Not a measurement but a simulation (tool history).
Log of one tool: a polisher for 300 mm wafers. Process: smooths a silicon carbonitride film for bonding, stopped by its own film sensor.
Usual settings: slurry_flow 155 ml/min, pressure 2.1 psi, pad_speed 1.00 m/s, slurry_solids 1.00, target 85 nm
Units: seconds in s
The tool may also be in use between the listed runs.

run	hour	slurry_flow	pressure	pad_speed	slurry_solids	target	wafers since the last listed run	wafers polished on this pad	hours since the slurry nozzle was cleaned	hours since the head pressure was calibrated	hours since the slurry blender was calibrated	incoming thickness of the incoming film, nm	seconds
1	0.0	155	2.1	1.00	1.00	85	0	502	806.5	875.6	332.4	111.5	106.4
2	66.2	155	2.1	1.00	1.00	85	390	893	872.7	941.8	398.6	110.1	104.2
# hour 122.8: slurry blender recalibrated
3	127.0	115	2.1	1.00	1.00	82	346	1240	933.5	1002.6	4.2	109.8	101.4
# hour 146.0: slurry nozzle cleaned
4	210.1	155	2.1	1.00	1.00	85	484	1724	64.1	1085.7	87.3	109.7	87.6
# hour 223.0: head pressure recalibrated
5	276.3	155	2.1	1.00	1.00	85	378	2103	130.3	53.3	153.5	109.2	89.3
6	328.2	155	2.1	1.00	1.15	85	306	2410	182.2	105.2	205.4	108.4	87.0
# hour 359.7: worn pad replaced by a new one
7	388.6	155	2.1	1.00	1.15	85	332	170	242.6	165.6	265.8	109.1	90.4
8	448.1	155	2.1	1.00	1.15	85	351	521	302.1	225.1	325.3	109.9	88.9
9	501.0	185	2.1	1.00	1.00	85	312	833	355.0	278.0	378.2	110.5	98.2
10	571.3	185	2.1	1.00	1.00	85	414	1248	425.3	348.3	448.5	110.2	96.9
# hour 629.8: slurry blender recalibrated
11	650.5	155	2.1	1.00	1.00	88	455	1703	504.5	427.5	20.7	109.2	72.5
12	721.9	155	2.1	1.00	1.00	85	421	2125	575.9	498.9	92.1	109.4	89.4
13	815.5	155	2.1	1.00	0.85	85	552	2677	669.5	592.5	185.7	110.4	99.2
# hour 842.2: worn pad replaced by a new one
14	870.1	100	2.1	1.00	0.75	85	298	164	724.1	647.1	240.3	109.8	111.8
15	933.9	155	2.1	1.00	1.00	85	376	541	787.9	710.9	304.1	108.5	90.8
# hour 975.3: slurry nozzle cleaned
16	1011.0	140	1.6	0.88	1.00	85	449	990	35.7	788.0	381.2	108.6	139.0
17	1065.8	155	2.1	1.00	1.00	85	323	1313	90.5	842.8	436.0	110.9	100.7
18	1115.6	125	2.1	1.00	1.00	78	293	1607	140.3	892.6	485.8	110.7	132.9
19	1153.3	195	1.7	1.22	1.00	92	222	1829	178.0	930.3	523.5	110.6	76.0
# hour 1192.4: slurry blender recalibrated
20	1200.7	155	2.1	1.00	1.00	77	267	2097	225.4	977.7	8.3	110.0	114.2
# hour 1276.3: worn pad replaced by a new one
21	1277.2	155	2.1	1.00	1.00	85	427	5	301.9	1054.2	84.8	111.4	92.0
22	1332.7	155	2.1	1.00	1.00	85	327	333	357.4	1109.7	140.3	109.9	90.7
# hour 1348.6: head pressure recalibrated
23	1432.9	195	2.1	1.18	1.00	85	579	912	457.6	84.3	240.5	109.3	77.6
24	1530.2	170	2.3	0.64	0.85	85	574	1486	554.9	181.6	337.8	108.3	118.4
25	1606.7	155	2.8	1.24	1.15	85	451	1937	631.4	258.1	414.3	110.6	61.6
# hour 1705.4: slurry nozzle cleaned
# hour 1730.1: slurry blender recalibrated
# hour 1839.9: worn pad replaced by a new one
26	1918.8	155	2.1	1.00	1.00	83	1800	465	213.4	570.2	188.7	109.5	103.9
27	1972.0	155	2.1	1.00	1.00	85	313	779	266.6	623.4	241.9	109.5	92.0
28	2189.9	130	2.4	1.00	1.00	85	1285	2064	484.5	841.3	459.8	110.5	91.0
# hour 2247.2: slurry blender recalibrated
29	2272.1	155	2.1	1.00	1.00	85	473	2538	566.7	923.5	24.9	109.2	85.1

Hidden state at the last listed run before each entry between runs and at the first one after, where it differs:
Between runs 2 and 3: slurry blender recalibrated (hour 122.8)
  abrasive missing from the slurry, %: 40 -> 3.95
  measured less the result without the state, seconds: +14.3 -> +1.2 s
Between runs 3 and 4: slurry nozzle cleaned (hour 146.0)
  abrasive missing from the slurry, %: 3.95 -> 17.9
  measured less the result without the state, seconds: +1.2 -> +5.0 s
Between runs 4 and 5: head pressure recalibrated (hour 223.0)
  abrasive missing from the slurry, %: 17.9 -> 25
  measured less the result without the state, seconds: +5.0 -> +7.2 s
Between runs 6 and 7: worn pad replaced by a new one (hour 359.7)
  abrasive missing from the slurry, %: 28.9 -> 32.2
  measured less the result without the state, seconds: +7.9 -> +9.2 s
Between runs 10 and 11: slurry blender recalibrated (hour 629.8)
  abrasive missing from the slurry, %: 37.3 -> 8.67
  measured less the result without the state, seconds: +12.3 -> +2.0 s
Between runs 13 and 14: worn pad replaced by a new one (hour 842.2)
  abrasive missing from the slurry, %: 29 -> 32.4
  measured less the result without the state, seconds: +9.9 -> +13.1 s
Between runs 15 and 16: slurry nozzle cleaned (hour 975.3)
  abrasive missing from the slurry, %: 35.2 -> 37.4
  measured less the result without the state, seconds: +10.7 -> +17.7 s
Between runs 19 and 20: slurry blender recalibrated (hour 1192.4)
  abrasive missing from the slurry, %: 39.6 -> 2.37
  measured less the result without the state, seconds: +10.3 -> +0.8 s
Between runs 20 and 21: worn pad replaced by a new one (hour 1276.3)
  abrasive missing from the slurry, %: 2.37 -> 15.1
  measured less the result without the state, seconds: +0.8 -> +4.3 s
Between runs 22 and 23: head pressure recalibrated (hour 1348.6)
  abrasive missing from the slurry, %: 21.3 -> 28.5
  measured less the result without the state, seconds: +6.1 -> +7.3 s
Between runs 25 and 26: slurry nozzle cleaned (hour 1705.4); slurry blender recalibrated (hour 1730.1); worn pad replaced by a new one (hour 1839.9)
  abrasive missing from the slurry, %: 34.2 -> 26
  measured less the result without the state, seconds: +6.8 -> +8.8 s
Between runs 28 and 29: slurry blender recalibrated (hour 2247.2)
  abrasive missing from the slurry, %: 35.7 -> 11.7
  measured less the result without the state, seconds: +11.0 -> +3.1 s

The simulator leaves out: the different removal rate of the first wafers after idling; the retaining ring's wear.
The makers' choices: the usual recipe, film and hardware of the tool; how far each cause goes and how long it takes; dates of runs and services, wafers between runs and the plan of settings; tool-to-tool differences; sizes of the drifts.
